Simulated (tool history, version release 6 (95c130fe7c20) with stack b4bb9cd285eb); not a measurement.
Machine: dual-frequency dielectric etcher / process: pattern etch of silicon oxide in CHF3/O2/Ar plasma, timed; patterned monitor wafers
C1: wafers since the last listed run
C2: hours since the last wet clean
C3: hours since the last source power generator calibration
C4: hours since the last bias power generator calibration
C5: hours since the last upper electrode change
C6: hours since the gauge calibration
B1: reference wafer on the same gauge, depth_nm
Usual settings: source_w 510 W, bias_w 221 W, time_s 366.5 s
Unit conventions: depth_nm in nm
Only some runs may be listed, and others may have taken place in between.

Run 1, hour 0.0: usual settings; C1 0; C2 0.5; C3 3495.6; C4 1411.3; C5 5041.5; C6 1594.4; B1 633.5. Result: depth_nm 746.3 nm.
Run 2, hour 74.1: usual settings; C1 284; C2 74.6; C3 3569.7; C4 1485.4; C5 5115.6; C6 1668.5; B1 634.5. Result: depth_nm 741.9 nm.
Run 3, hour 181.2: usual settings but bias_w 209 W; C1 411; C2 181.7; C3 3676.8; C4 1592.5; C5 5222.7; C6 1775.6; B1 633.7. Result: depth_nm 722.9 nm.
At hour 255.0: gauge calibrated.
Run 4, hour 263.5: usual settings but time_s 437.5 s; C1 316; C2 264.0; C3 3759.1; C4 1674.8; C5 5305.0; C6 8.5; B1 634.3. Result: depth_nm 887.3 nm.
At hour 298.0: upper electrode replaced.
Run 5, hour 322.8: usual settings but time_s 437.5 s; C1 135; C2 323.3; C3 3818.4; C4 1734.1; C5 24.8; C6 67.8; B1 633.5. Result: depth_nm 875.7 nm.
Run 6, hour 428.2: usual settings but time_s 437.5 s; C1 404; C2 428.7; C3 3923.8; C4 1839.5; C5 130.2; C6 173.2; B1 633.7. Result: depth_nm 876.7 nm.
Run 7, hour 517.9: usual settings; C1 344; C2 518.4; C3 4013.5; C4 1929.2; C5 219.9; C6 262.9; B1 633.9. Result: depth_nm 728.2 nm.
At hour 574.9: wet clean of the chamber.
Run 8, hour 581.4: usual settings; C1 151; C2 6.5; C3 4077.0; C4 1992.7; C5 283.4; C6 326.4; B1 633.9. Result: depth_nm 745.4 nm.
Run 9, hour 657.0: usual settings; C1 290; C2 82.1; C3 4152.6; C4 2068.3; C5 359.0; C6 402.0; B1 633.7. Result: depth_nm 744.9 nm.
Run 10, hour 836.1: usual settings but bias_w 269 W; C1 688; C2 261.2; C3 4331.7; C4 2247.4; C5 538.1; C6 581.1; B1 634.4. Result: depth_nm 794.8 nm.
Run 11, hour 889.9: usual settings; C1 206; C2 315.0; C3 4385.5; C4 2301.2; C5 591.9; C6 634.9; B1 633.4. Result: depth_nm 736.2 nm.
At hour 966.0: bias power generator calibrated.
Run 12, hour 966.5: usual settings but source_w 630 W, time_s 431.5 s; C1 278; C2 391.6; C3 4462.1; C4 0.5; C5 668.5; C6 711.5; B1 634.0. Result: depth_nm 894.5 nm.
Run 13, hour 1005.5: usual settings; C1 149; C2 430.6; C3 4501.1; C4 39.5; C5 707.5; C6 750.5; B1 633.7. Result: depth_nm 713.2 nm.
Run 14, hour 1059.8: usual settings but bias_w 205 W, time_s 267.0 s; C1 208; C2 484.9; C3 4555.4; C4 93.8; C5 761.8; C6 804.8; B1 633.5. Result: depth_nm 503.8 nm.
Run 15, hour 1130.8: usual settings but source_w 410 W, bias_w 197 W, time_s 452.0 s; C1 272; C2 555.9; C3 4626.4; C4 164.8; C5 832.8; C6 875.8; B1 634.5. Result: depth_nm 793.2 nm.
At hour 1170.3: wet clean of the chamber.
Run 16, hour 1230.2: usual settings but time_s 291.5 s; C1 289; C2 59.9; C3 4725.8; C4 264.2; C5 932.2; C6 975.2; B1 633.9. Result: depth_nm 583.0 nm.
Run 17, hour 1319.3: usual settings; C1 342; C2 149.0; C3 4814.9; C4 353.3; C5 1021.3; C6 1064.3; B1 634.2. Result: depth_nm 732.1 nm.
Run 18, hour 1386.6: usual settings; C1 258; C2 216.3; C3 4882.2; C4 420.6; C5 1088.6; C6 1131.6; B1 634.2. Result: depth_nm 726.0 nm.
At hour 1455.1: source power generator calibrated.
Run 19, hour 1466.6: usual settings but source_w 620 W, bias_w 194 W, time_s 312.5 s; C1 292; C2 296.3; C3 11.5; C4 500.6; C5 1168.6; C6 1211.6; B1 634.7. Result: depth_nm 624.1 nm.
Run 20, hour 1568.9: usual settings; C1 393; C2 398.6; C3 113.8; C4 602.9; C5 1270.9; C6 1313.9; B1 633.8. Result: depth_nm 718.8 nm.
Run 21, hour 1613.9: usual settings but bias_w 188 W; C1 172; C2 443.6; C3 158.8; C4 647.9; C5 1315.9; C6 1358.9; B1 633.2. Result: depth_nm 671.4 nm.
Run 22, hour 1697.8: usual settings; C1 322; C2 527.5; C3 242.7; C4 731.8; C5 1399.8; C6 1442.8; B1 634.1. Result: depth_nm 713.8 nm.
Run 23, hour 1769.8: usual settings but source_w 420 W, bias_w 253 W, time_s 444.0 s; C1 276; C2 599.5; C3 314.7; C4 803.8; C5 1471.8; C6 1514.8; B1 634.5. Result: depth_nm 868.0 nm.
At hour 1832.5: wet clean of the chamber.
Run 24, hour 1851.7: usual settings but source_w 430 W, bias_w 169 W, time_s 331.5 s; C1 222; C2 19.2; C3 396.6; C4 885.7; C5 1553.7; C6 1596.7; B1 634.9. Result: depth_nm 575.7 nm.
Run 25, hour 1919.7: usual settings; C1 261; C2 87.2; C3 464.6; C4 953.7; C5 1621.7; C6 1664.7; B1 634.2. Result: depth_nm 734.6 nm.
Run 26, hour 2021.7: usual settings but bias_w 269 W; C1 391; C2 189.2; C3 566.6; C4 1055.7; C5 1723.7; C6 1766.7; B1 634.4. Result: depth_nm 787.0 nm.
Run 27, hour 2124.3: usual settings but source_w 550 W, time_s 308.0 s; C1 394; C2 291.8; C3 669.2; C4 1158.3; C5 1826.3; C6 1869.3; B1 633.8. Result: depth_nm 622.7 nm.
Run 28, hour 2228.2: usual settings but source_w 420 W, bias_w 202 W, time_s 454.0 s; C1 399; C2 395.7; C3 773.1; C4 1262.2; C5 1930.2; C6 1973.2; B1 634.5. Result: depth_nm 827.2 nm.

Forecast each of these 5 alternatives for the next run:
Run A, hour 2228.7: usual settings; C1 1; C2 396.2; C3 773.6; C4 1262.7; C5 1930.7; C6 1973.7; B1 ?. Result: depth_nm ?.
Run B, hour 2228.7: usual settings but source_w 610 W, bias_w 270 W, time_s 426.0 s; C1 1; C2 396.2; C3 773.6; C4 1262.7; C5 1930.7; C6 1973.7; B1 ?. Result: depth_nm ?.
Run C, hour 2228.7: usual settings but source_w 640 W, bias_w 247 W, time_s 297.5 s; C1 1; C2 396.2; C3 773.6; C4 1262.7; C5 1930.7; C6 1973.7; B1 ?. Result: depth_nm ?.
Run D, hour 2228.7: usual settings but bias_w 181 W, time_s 431.5 s; C1 1; C2 396.2; C3 773.6; C4 1262.7; C5 1930.7; C6 1973.7; B1 ?. Result: depth_nm ?.
Run E, hour 2228.7: usual settings but source_w 550 W, bias_w 265 W, time_s 324.0 s; C1 1; C2 396.2; C3 773.6; C4 1262.7; C5 1930.7; C6 1973.7; B1 ?. Result: depth_nm ?.

run     B1  depth_nm
  A  633.6     725.1
  B  633.6     955.0
  C  633.6     652.2
  D  633.6     789.9
  E  633.6     701.9
Without the tool's hidden state the same runs would have given:
run  depth_nm
  A     740.1
  B     974.6
  C     665.7
  D     806.6
  E     716.3

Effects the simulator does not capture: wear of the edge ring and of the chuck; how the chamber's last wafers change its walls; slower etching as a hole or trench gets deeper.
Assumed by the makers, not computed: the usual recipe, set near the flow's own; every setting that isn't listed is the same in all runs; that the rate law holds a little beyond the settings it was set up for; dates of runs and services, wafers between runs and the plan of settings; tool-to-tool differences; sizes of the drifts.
